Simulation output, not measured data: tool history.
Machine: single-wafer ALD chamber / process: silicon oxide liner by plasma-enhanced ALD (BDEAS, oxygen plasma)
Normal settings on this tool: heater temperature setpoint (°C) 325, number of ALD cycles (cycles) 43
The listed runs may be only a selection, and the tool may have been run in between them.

run	hour	heater temperature setpoint (°C)	number of ALD cycles (cycles)	wafers since the last listed run	hours since the last thermocouple change	hours since the gauge calibration	read-back reference wafer on the same gauge, thickness_nm	mean film thickness on the monitor wafer (nm)
1	0	325	43	0	2762.5	102.9	3.466	3.325
2	6.5	319	43	28	2769	109.4	3.466	3.367
3	21.5	319	43	65	2784	124.4	3.469	3.364
4	27.9	325	40	27	2790.4	130.8	3.472	3.103
5	39.5	325	43	50	2802	142.4	3.472	3.348
6	56.4	325	43	73	2818.9	159.3	3.469	3.352
7	88.3	325	43	138	2850.8	191.2	3.477	3.35
8	102.7	325	43	62	2865.2	205.6	3.483	3.357
9	111.8	325	43	39	2874.3	214.7	3.48	3.354
10	127.1	330	43	66	2889.6	230	3.484	3.328
11	141	325	43	60	2903.5	243.9	3.489	3.337
12	153.1	325	43	52	2915.6	256	3.489	3.348
13	162	316	41	38	2924.5	264.9	3.486	3.246
# hour 169.3: gauge calibrated
# hour 174.9: thermocouple changed; heater temperature recalibrated
14	175.4	339	49	23	0.5	6.1	3.455	3.712
15	183.7	312	37	36	8.8	14.4	3.452	2.908
16	196	311	43	53	21.1	26.7	3.454	3.4
17	204.1	325	43	35	29.2	34.8	3.456	3.317
18	218.5	330	51	62	43.6	49.2	3.461	3.928
19	235.4	325	43	73	60.5	66.1	3.459	3.334
20	247.1	334	39	50	72.2	77.8	3.464	2.991
21	255.8	330	51	37	80.9	86.5	3.46	3.923
22	269.3	331	39	58	94.4	100	3.468	2.99
23	295.7	319	45	114	120.8	126.4	3.469	3.515
24	307	318	34	49	132.1	137.7	3.471	2.663
25	323.9	333	50	73	149	154.6	3.471	3.835

Each row is a separate what-if for the run after 25, all from the same tool condition, not one after another. Results?
A	324.4	318	43	2	149.5	155.1	?	?
B	324.4	311	37	2	149.5	155.1	?	?
C	324.4	313	49	2	149.5	155.1	?	?

run	read-back reference wafer on the same gauge, thickness_nm	mean film thickness on the monitor wafer (nm)
A	3.476	3.38
B	3.476	2.937
C	3.476	3.878
Stripped of hidden state, with their random variation kept, the same runs would have yielded:
run	mean film thickness on the monitor wafer (nm)
A	3.358
B	2.918
C	3.854
